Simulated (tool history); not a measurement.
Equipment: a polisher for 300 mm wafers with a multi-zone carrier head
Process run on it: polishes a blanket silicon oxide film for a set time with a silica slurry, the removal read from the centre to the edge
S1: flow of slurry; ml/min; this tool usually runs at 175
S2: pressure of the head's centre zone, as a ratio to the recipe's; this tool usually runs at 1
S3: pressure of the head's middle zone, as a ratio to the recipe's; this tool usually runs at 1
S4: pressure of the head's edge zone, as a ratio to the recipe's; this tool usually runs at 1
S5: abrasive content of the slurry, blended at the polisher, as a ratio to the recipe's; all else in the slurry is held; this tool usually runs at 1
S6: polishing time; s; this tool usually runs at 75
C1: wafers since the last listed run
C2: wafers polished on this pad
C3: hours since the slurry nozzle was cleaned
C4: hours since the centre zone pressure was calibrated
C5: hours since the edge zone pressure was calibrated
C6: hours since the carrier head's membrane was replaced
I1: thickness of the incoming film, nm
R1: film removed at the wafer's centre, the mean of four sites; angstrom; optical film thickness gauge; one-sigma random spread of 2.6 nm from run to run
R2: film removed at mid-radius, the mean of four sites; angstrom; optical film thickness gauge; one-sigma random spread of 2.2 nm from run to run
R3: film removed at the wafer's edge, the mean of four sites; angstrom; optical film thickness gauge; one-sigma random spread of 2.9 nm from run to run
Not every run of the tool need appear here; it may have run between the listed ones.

run   hour   S1    S2    S3    S4   S5  S6   C1    C2     C3      C4     C5     C6      I1    R1    R2    R3
  1      0  175     1     1     1    1  75    0    75  430.4  1409.7    361  416.4  1467.3  2782  2728  2683
  2    8.3  175     1     1     1    1  75  104   179  438.7    1418  369.3  424.7  1471.7  2742  2748  2646
  3   24.4  175     1  0.96     1    1  75  202   382  454.8  1434.1  385.4  440.8  1466.3  2721  2684  2714
  4   36.8  175     1     1     1    1  75  156   538  467.2  1446.5  397.8  453.2  1477.9  2773  2762  2702
  5   47.9  175     1     1     1    1  75  139   678  478.3  1457.6  408.9  464.3  1495.2  2769  2723  2712
  6   65.3  175     1     1     1  0.8  75  219   897  495.7    1475  426.3  481.7  1482.9  2473  2467  2318
  7   81.4  175     1     1     1    1  81  202  1099  511.8  1491.1  442.4  497.8  1463.4  2972  3002  2881
  8   88.1  175  0.97     1     1    1  75   84  1184  518.5  1497.8  449.1  504.5  1487.5  2661  2775  2621
        92  -- slurry nozzle cleaned
  9  101.6  175     1     1     1    1  75  157  1341    9.6  1511.3  462.6    518  1494.3  2705  2764  2709
 10  114.3  175     1     1     1    1  75  159  1501   22.3    1524  475.3  530.7  1481.7  2758  2786  2683
     119.7  -- worn pad replaced by a new one
 11  124.5  175     1     1     1    1  75   78    60   32.5  1534.2  485.5  540.9  1489.9  2769  2754  2652
 12  131.5  175     1     1     1  0.7  75   88   148   39.5  1541.2  492.5  547.9    1506  2273  2297  2225
 13  141.8  175     1     1     1    1  75  129   278   49.8  1551.5  502.8  558.2  1465.7  2777  2771  2648
 14  150.8  175   0.9     1     1    1  56  113   391   58.8  1560.5  511.8  567.2  1480.2  1838  2040  1946
     155.1  -- edge zone pressure recalibrated
 15  165.5  140  1.03  0.91     1    1  87  159   551   73.5  1575.2   10.4  581.9  1481.6  3131  2876  3018
     172.9  -- carrier head's membrane replaced by a new one
 16  176.9  175     1     1     1  0.9  62   80   631   84.9  1586.6   21.8      4  1480.6  2132  2194  2111
     181.2  -- centre zone pressure recalibrated
 17  194.5  175     1     1  0.89    1  75  196   828  102.5    13.3   39.4   21.6  1456.2  2746  2758  2512
 18  211.9  130     1     1     1  0.9  75  219  1047  119.9    30.7   56.8     39  1485.5  2417  2449  2441

Expected results for the next run?
 19  221.5  140   1   1  1.07   1  75  120  1168  129.5  40.3  66.4  48.6  1494.3   ?   ?   ?

R1: 2576 angstrom
R2: 2623 angstrom
R3: 2661 angstrom
On a tool with no hidden condition, and with the same random variation, this run would have come out at R1 2576 angstrom, R2 2623 angstrom, R3 2661 angstrom.
